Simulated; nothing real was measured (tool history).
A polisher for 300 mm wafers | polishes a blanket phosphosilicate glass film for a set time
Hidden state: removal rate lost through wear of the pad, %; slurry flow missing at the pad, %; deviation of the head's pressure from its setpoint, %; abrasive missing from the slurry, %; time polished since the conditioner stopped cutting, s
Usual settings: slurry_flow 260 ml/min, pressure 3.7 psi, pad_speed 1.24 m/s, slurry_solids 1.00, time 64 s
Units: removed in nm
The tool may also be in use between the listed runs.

run     day  slurry_flow  pressure  pad_speed  slurry_solids  time  wafers since the last listed run  wafers polished on this pad  hours since the slurry nozzle was cleaned  hours since the head pressure was calibrated  hours since the slurry blender was calibrated  hours since the conditioning disc was replaced  incoming thickness of the incoming film, nm  removed
  1   0.000          260       3.7       1.24           1.20    64                                 0                         4210                                      290.9                                         783.7                                          538.4                                           683.3                                       2158.8    732.4
      1.729  -- head pressure recalibrated
  2   3.888          260       3.7       1.24           0.80    77                               708                         4918                                      384.2                                          51.8                                          631.7                                           776.6                                       2143.9    857.4
      6.308  -- conditioning disc replaced and pad reconditioned
  3   7.667          260       4.4       1.24           1.15    64                               688                         5606                                      474.9                                         142.5                                          722.4                                            32.6                                       2166.4    911.9
     10.092  -- slurry blender recalibrated
  4  10.212          260       3.7       1.24           1.00    49                               458                         6064                                      536.0                                         203.6                                            2.9                                            93.7                                       2116.3    585.0
     10.850  -- worn pad replaced by a new one
  5  14.233          260       3.7       1.24           1.00    82                               717                          629                                      632.5                                         300.1                                           99.4                                           190.2                                       2113.3   1071.7
  6  17.279          235       4.1       1.46           1.00    64                               567                         1197                                      705.6                                         373.2                                          172.5                                           263.3                                       2179.4   1016.4
     20.075  -- slurry nozzle cleaned
  7  20.621          260       3.7       1.24           1.20    64                               614                         1811                                       13.1                                         453.4                                          252.7                                           343.5                                       2148.7    817.2
  8  23.825          260       3.0       1.24           1.10    64                               596                         2407                                       90.0                                         530.3                                          329.6                                           420.4                                       2135.7    648.1
  9  26.271          260       3.7       1.24           1.00    64                               455                         2863                                      148.7                                         589.0                                          388.3                                           479.1                                       2159.5    730.6
 10  28.271          300       4.5       1.06           1.20    64                               372                         3235                                      196.7                                         637.0                                          436.3                                           527.1                                       2133.5    816.4
 11  31.325          260       3.7       1.24           1.00    64                               568                         3804                                      270.0                                         710.3                                          509.6                                           600.4                                       2168.5    701.1
     32.221  -- head pressure recalibrated
 12  35.788          215       3.7       1.24           1.00    51                               815                         4619                                      377.1                                          85.6                                          616.7                                           707.5                                       2162.7    599.3
     36.975  -- conditioning disc replaced and pad reconditioned
     37.554  -- worn pad replaced by a new one
     38.042  -- slurry blender recalibrated
 13  38.812          215       4.3       1.24           0.70    83                               501                          218                                      449.7                                         158.2                                           18.5                                            44.1                                       2143.3   1140.4
 14  42.875          260       3.7       1.24           1.00    64                               756                          975                                      547.2                                         255.7                                          116.0                                           141.6                                       2134.3    830.2
 15  45.542          260       3.7       1.24           1.00    83                               496                         1471                                      611.2                                         319.7                                          180.0                                           205.6                                       2122.3   1043.6
 16  48.142          235       3.7       1.24           1.00    64                               484                         1955                                      673.6                                         382.1                                          242.4                                           268.0                                       2147.9    788.3
     49.238  -- slurry nozzle cleaned
 17  50.154          260       3.7       1.24           0.85    58                               366                         2322                                       22.0                                         430.4                                          290.7                                           316.3                                       2192.0    657.3
 18  52.792          260       3.7       0.90           1.00    64                               491                         2813                                       85.3                                         493.7                                          354.0                                           379.6                                       2114.8    587.5
 19  56.779          260       3.7       1.06           1.00    64                               742                         3555                                      181.0                                         589.4                                          449.7                                           475.3                                       2136.0    645.0
 20  59.829          260       3.7       1.24           1.00    64                               567                         4123                                      254.2                                         662.6                                          522.9                                           548.5                                       2176.7    735.9
     64.112  -- slurry blender recalibrated
 21  64.267          200       2.9       1.24           1.10    85                               810                         4934                                      360.7                                         769.1                                            3.7                                           655.0                                       2110.2    723.8
     64.462  -- head pressure recalibrated
 22  67.725          190       3.7       1.24           1.00    72                               628                         5562                                      443.7                                          78.3                                           86.7                                           738.0                                       2124.1    836.1
     69.104  -- conditioning disc replaced and pad reconditioned
 23  71.183          260       3.7       1.24           1.00    59                               628                         6190                                      526.7                                         161.3                                          169.7                                            49.9                                       2179.8    700.9
     71.671  -- worn pad replaced by a new one
 24  73.217          315       4.7       1.12           1.00    76                               347                          287                                      575.5                                         210.1                                          218.5                                            98.7                                       2177.2   1233.3
     76.329  -- slurry nozzle cleaned
 25  76.350          260       3.7       1.24           1.00    64                               575                          863                                        0.5                                         285.3                                          293.7                                           173.9                                       2134.2    833.6
 26  80.529          260       3.7       1.24           1.00    64                               778                         1641                                      100.8                                         385.6                                          394.0                                           274.2                                       2138.7    811.8

Forecast each of these 3 alternatives for the next run:
  A  80.546          260       3.7       1.24           1.00    47                                 3                         1644                                      101.2                                         386.0                                          394.4                                           274.6                                       2158.3        ?
  B  80.546          215       3.7       1.66           1.00    64                                 3                         1644                                      101.2                                         386.0                                          394.4                                           274.6                                       2158.3        ?
  C  80.546          260       3.7       0.88           1.00    64                                 3                         1644                                      101.2                                         386.0                                          394.4                                           274.6                                       2158.3        ?

run  removed
  A    587.3
  B    985.9
  C    607.9
Without the tool's hidden state the same runs would have given:
run  removed
  A    650.0
  B   1091.1
  C    672.8

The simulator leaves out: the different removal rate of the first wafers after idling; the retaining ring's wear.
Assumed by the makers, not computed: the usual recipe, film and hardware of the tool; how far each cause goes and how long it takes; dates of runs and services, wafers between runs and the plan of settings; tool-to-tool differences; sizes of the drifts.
